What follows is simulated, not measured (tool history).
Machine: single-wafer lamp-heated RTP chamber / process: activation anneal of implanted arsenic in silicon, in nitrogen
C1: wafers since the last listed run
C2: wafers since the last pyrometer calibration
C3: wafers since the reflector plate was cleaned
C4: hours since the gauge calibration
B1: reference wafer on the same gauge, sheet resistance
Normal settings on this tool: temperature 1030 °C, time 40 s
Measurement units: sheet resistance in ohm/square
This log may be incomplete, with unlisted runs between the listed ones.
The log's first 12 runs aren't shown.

run 13 day=35.462 | temperature=1030 time=40 | C1=646 C2=10964 C3=2306 C4=1347.4 | B1=289.24 | sheet_resistance=266.55
-- day=36.033 pyrometer window cleaned and pyrometer calibrated
run 14 day=36.996 | temperature=1021 time=28 | C1=498 C2=399 C3=2804 C4=1384.2 | B1=288.53 | sheet_resistance=278.43
run 15 day=39.442 | temperature=1011 time=31 | C1=1016 C2=1416 C3=3821 C4=1442.9 | B1=288.9 | sheet_resistance=281.12
run 16 day=41.208 | temperature=1030 time=40 | C1=734 C2=2150 C3=4556 C4=1485.3 | B1=288.89 | sheet_resistance=266.54
run 17 day=43.438 | temperature=1030 time=40 | C1=926 C2=3077 C3=5482 C4=1538.8 | B1=289.23 | sheet_resistance=269.91
run 18 day=45.175 | temperature=1030 time=46 | C1=722 C2=3799 C3=6205 C4=1580.5 | B1=288.85 | sheet_resistance=266.69
run 19 day=49.562 | temperature=1008 time=18 | C1=1823 C2=5623 C3=8029 C4=1685.8 | B1=289.06 | sheet_resistance=287.03
run 20 day=53.95 | temperature=1030 time=40 | C1=1823 C2=7447 C3=9853 C4=1791.1 | B1=289.02 | sheet_resistance=268.32
run 21 day=56.712 | temperature=1030 time=40 | C1=1148 C2=8596 C3=11001 C4=1857.4 | B1=288.99 | sheet_resistance=267.55
-- day=57.454 reflector plate cleaned
run 22 day=59.525 | temperature=1030 time=54 | C1=1030 C2=9626 C3=860 C4=1924.9 | B1=288.97 | sheet_resistance=265.21
run 23 day=63.65 | temperature=1041 time=51 | C1=1714 C2=11341 C3=2574 C4=2023.9 | B1=288.77 | sheet_resistance=259.26
-- day=65.938 gauge calibrated
run 24 day=67.467 | temperature=1008 time=25 | C1=1586 C2=12928 C3=4161 C4=36.7 | B1=288.78 | sheet_resistance=283.57
-- day=68.583 pyrometer window cleaned and pyrometer calibrated
run 25 day=70.808 | temperature=1020 time=40 | C1=1250 C2=924 C3=5412 C4=116.9 | B1=289.23 | sheet_resistance=272.78
run 26 day=74.154 | temperature=1030 time=40 | C1=1390 C2=2315 C3=6803 C4=197.2 | B1=288.84 | sheet_resistance=267.83
run 27 day=77.288 | temperature=1030 time=32 | C1=1302 C2=3617 C3=8105 C4=272.4 | B1=289.14 | sheet_resistance=275.17
run 28 day=81.767 | temperature=1021 time=28 | C1=1862 C2=5479 C3=9967 C4=379.9 | B1=289.03 | sheet_resistance=276.39
run 29 day=84.504 | temperature=1030 time=40 | C1=1138 C2=6617 C3=11105 C4=445.6 | B1=288.97 | sheet_resistance=269.95
run 30 day=86.938 | temperature=1054 time=18 | C1=1011 C2=7629 C3=12117 C4=504 | B1=289.24 | sheet_resistance=271.5
run 31 day=90.225 | temperature=1030 time=40 | C1=1366 C2=8996 C3=13484 C4=582.9 | B1=288.59 | sheet_resistance=269.34
-- day=90.992 reflector plate cleaned
run 32 day=92.517 | temperature=1030 time=40 | C1=814 C2=9810 C3=634 C4=637.9 | B1=288.6 | sheet_resistance=265.68
run 33 day=96.354 | temperature=1038 time=52 | C1=1595 C2=11405 C3=2230 C4=730 | B1=289.08 | sheet_resistance=259.84
-- day=97.925 pyrometer window cleaned and pyrometer calibrated
run 34 day=99.358 | temperature=1030 time=46 | C1=1110 C2=596 C3=3340 C4=802.1 | B1=289.33 | sheet_resistance=265.99

Expected results for the next run?
run 35 day=101.483 | temperature=1046 time=59 | C1=883 C2=1479 C3=4223 C4=853.1 | B1=? | sheet_resistance=?

{"run 35": {"B1": 288.66, "sheet resistance": 254.58}}
If the tool had no hidden condition, the same run with the same run-to-run variation would have returned sheet resistance 254.58 ohm/square.
